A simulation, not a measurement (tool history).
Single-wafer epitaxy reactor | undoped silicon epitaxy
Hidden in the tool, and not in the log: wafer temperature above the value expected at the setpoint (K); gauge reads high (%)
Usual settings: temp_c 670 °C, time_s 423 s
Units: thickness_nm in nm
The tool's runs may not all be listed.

run     day  temp_c  time_s  wafers since the last listed run  hours since the last pyrometer calibration  hours since the gauge calibration  read-back reference wafer on the same gauge, thickness_nm  thickness_nm
  1   0.000     670     447                                 0                                      1158.7                              103.5                                                    109.925       129.775
  2   0.696     670     447                                50                                      1175.4                              120.2                                                    109.952       130.473
  3   1.133     670     447                                31                                      1185.9                              130.7                                                    109.965       130.478
  4   1.708     663     423                                41                                      1199.7                              144.5                                                    109.993       104.141
  5   2.158     677     395                                32                                      1210.5                              155.3                                                    109.984       135.627
  6   2.821     677     395                                48                                      1226.4                              171.2                                                    110.040       135.689
  7   3.225     677     395                                29                                      1236.1                              180.9                                                    109.996       135.206
  8   3.521     681     423                                21                                      1243.2                              188.0                                                    110.022       159.340
  9   3.862     660     423                                24                                      1251.4                              196.2                                                    110.058        97.025
 10   4.217     675     423                                25                                      1259.9                              204.7                                                    110.084       138.626
 11   4.762     675     423                                39                                      1273.0                              217.8                                                    110.029       138.130
 12   5.300     673     423                                39                                      1285.9                              230.7                                                    110.100       132.235
 13   5.942     670     365                                46                                      1301.3                              246.1                                                    109.983       106.363
 14   6.679     670     365                                53                                      1319.0                              263.8                                                    109.945       106.690
 15   7.142     670     365                                33                                      1330.1                              274.9                                                    109.979       106.283
 16   7.804     670     460                                48                                      1346.0                              290.8                                                    109.941       134.183
 17   8.442     670     460                                46                                      1361.3                              306.1                                                    109.992       134.590
      8.825  -- gauge calibrated
 18   9.179     670     423                                53                                      1379.0                                8.5                                                    109.947       123.377
      9.679  -- pyrometer calibrated
 19   9.879     670     423                                26                                         4.8                               25.3                                                    110.012       116.425
 20  10.242     670     477                                26                                        13.5                               34.0                                                    109.974       131.972
 21  10.896     670     423                                47                                        29.2                               49.7                                                    110.008       116.845
 22  11.571     665     471                                49                                        45.4                               65.9                                                    110.051       115.758
 23  11.883     670     423                                22                                        52.9                               73.4                                                    110.108       116.701
 24  12.246     682     392                                26                                        61.6                               82.1                                                    110.025       143.410
 25  12.762     663     469                                37                                        74.0                               94.5                                                    109.953       110.214
 26  13.438     656     462                                49                                        90.2                              110.7                                                    110.032        91.516
 27  14.071     670     423                                46                                       105.4                              125.9                                                    109.963       117.878
 28  14.717     670     423                                47                                       120.9                              141.4                                                    109.983       117.708
 29  15.000     656     457                                20                                       127.7                              148.2                                                    109.991        90.796
 30  15.308     676     364                                22                                       135.1                              155.6                                                    110.067       116.665
 31  15.792     670     423                                35                                       146.7                              167.2                                                    110.060       118.096
 32  16.075     670     385                                20                                       153.5                              174.0                                                    110.009       107.431
 33  16.338     670     377                                19                                       159.8                              180.3                                                    110.041       105.281
 34  17.033     661     450                                50                                       176.5                              197.0                                                    110.055       101.706
 35  17.596     679     399                                40                                       190.0                              210.5                                                    109.962       137.427
 36  18.133     682     478                                39                                       202.9                              223.4                                                    109.975       176.768
 37  18.579     670     423                                32                                       213.6                              234.1                                                    109.954       118.569
 38  19.138     684     461                                40                                       227.0                              247.5                                                    109.958       179.896
 39  19.425     664     492                                20                                       233.9                              254.4                                                    109.924       120.208
 40  21.388     670     423                               143                                       281.0                              301.5                                                    110.015       119.110
 41  21.642     670     423                                18                                       287.1                              307.6                                                    110.064       119.674
     21.917  -- gauge calibrated
 42  22.258     658     342                                44                                       301.9                                8.2                                                    109.981        72.751
 43  22.550     663     384                                21                                       308.9                               15.2                                                    109.992        91.658
 44  22.958     665     501                                29                                       318.7                               25.0                                                    110.004       125.632

Forecast each of these 3 alternatives for the next run:
  A  22.979     670     488                                 1                                       319.2                               25.5                                                          ?             ?
  B  22.979     682     423                                 1                                       319.2                               25.5                                                          ?             ?
  C  22.979     678     472                                 1                                       319.2                               25.5                                                          ?             ?

run  read-back reference wafer on the same gauge, thickness_nm  thickness_nm
  A                                                    109.998       137.938
  B                                                    109.998       158.156
  C                                                    109.998       160.908
Without the tool's hidden state the same runs would have given:
run  thickness_nm
  A       134.444
  B       154.262
  C       156.909

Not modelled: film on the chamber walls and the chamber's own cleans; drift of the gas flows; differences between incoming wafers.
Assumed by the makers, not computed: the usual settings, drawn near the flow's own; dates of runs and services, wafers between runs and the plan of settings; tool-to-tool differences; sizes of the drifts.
